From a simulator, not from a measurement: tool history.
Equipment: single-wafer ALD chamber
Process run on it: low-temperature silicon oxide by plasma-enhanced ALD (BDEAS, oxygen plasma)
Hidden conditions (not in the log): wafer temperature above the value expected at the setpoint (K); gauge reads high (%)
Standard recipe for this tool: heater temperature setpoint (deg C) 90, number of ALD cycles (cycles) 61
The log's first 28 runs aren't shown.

run    hour  heater temperature setpoint (deg C)  number of ALD cycles (cycles)  wafers since the last listed run  hours since the last thermocouple change  hours since the gauge calibration  read-back reference wafer on the same gauge, thickness_nm  mean film thickness on the monitor wafer (nm)
     2110.1  -- thermocouple changed; heater temperature recalibrated
 29  2156.4                                   75                             58                              1397                                      46.3                              884.1                                                      9.352                                          8.876
 30  2217.1                                   90                             65                               364                                       107                              944.8                                                      9.347                                           9.42
 31  2291.1                                   90                             61                               444                                       181                             1018.8                                                      9.355                                          8.821
 32  2384.1                                   90                             70                               558                                       274                             1111.8                                                      9.351                                         10.141
 33  2478.8                                   78                             67                               568                                     368.7                             1206.5                                                      9.348                                         10.168
 34  2532.7                                   90                             71                               323                                     422.6                             1260.4                                                      9.348                                         10.279
 35  2571.9                                   90                             61                               235                                     461.8                             1299.6                                                      9.348                                          8.836
 36  2665.2                                   97                             56                               560                                     555.1                             1392.9                                                      9.343                                          7.938
     2685.6  -- thermocouple changed; heater temperature recalibrated, repeated, since the last time left the tool worse
 37  2707.2                                   90                             64                               204                                      21.6                             1434.9                                                      9.353                                          9.582
 38  2803.2                                   98                             55                               576                                     117.6                             1530.9                                                      9.347                                          7.958
 39  2875.2                                  102                             50                               432                                     189.6                             1602.9                                                      9.353                                          7.139
 40  3148.3                                   95                             50                              1639                                     462.7                               1876                                                      9.354                                          7.338
 41  3184.6                                   90                             61                               217                                       499                             1912.3                                                      9.345                                          9.112
 42    3242                                   90                             52                               344                                     556.4                             1969.7                                                       9.35                                          7.795
 43  3310.5                                   77                             52                               411                                     624.9                             2038.2                                                      9.352                                          8.197
 44  3410.2                                   97                             64                               598                                     724.6                             2137.9                                                      9.352                                          9.346
 45  3454.3                                   90                             61                               264                                     768.7                               2182                                                      9.351                                          9.187
 46  3556.8                                  103                             49                               615                                     871.2                             2284.5                                                      9.354                                           7.05

Here are 4 independent what-if runs from the current tool condition. What would each one return?
  A  3557.3                                   90                             61                                 3                                     871.7                               2285                                                          ?                                              ?
  B  3557.3                                   94                             61                                 3                                     871.7                               2285                                                          ?                                              ?
  C  3557.3                                   98                             54                                 3                                     871.7                               2285                                                          ?                                              ?
  D  3557.3                                   86                             55                                 3                                     871.7                               2285                                                          ?                                              ?

run  read-back reference wafer on the same gauge, thickness_nm  mean film thickness on the monitor wafer (nm)
  A                                                      9.349                                          9.199
  B                                                      9.349                                          9.054
  C                                                      9.349                                          7.886
  D                                                      9.349                                          8.425
Stripped of hidden state, with their random variation kept, the same runs would have yielded:
run  mean film thickness on the monitor wafer (nm)
  A                                          9.128
  B                                          8.983
  C                                          7.824
  D                                          8.361
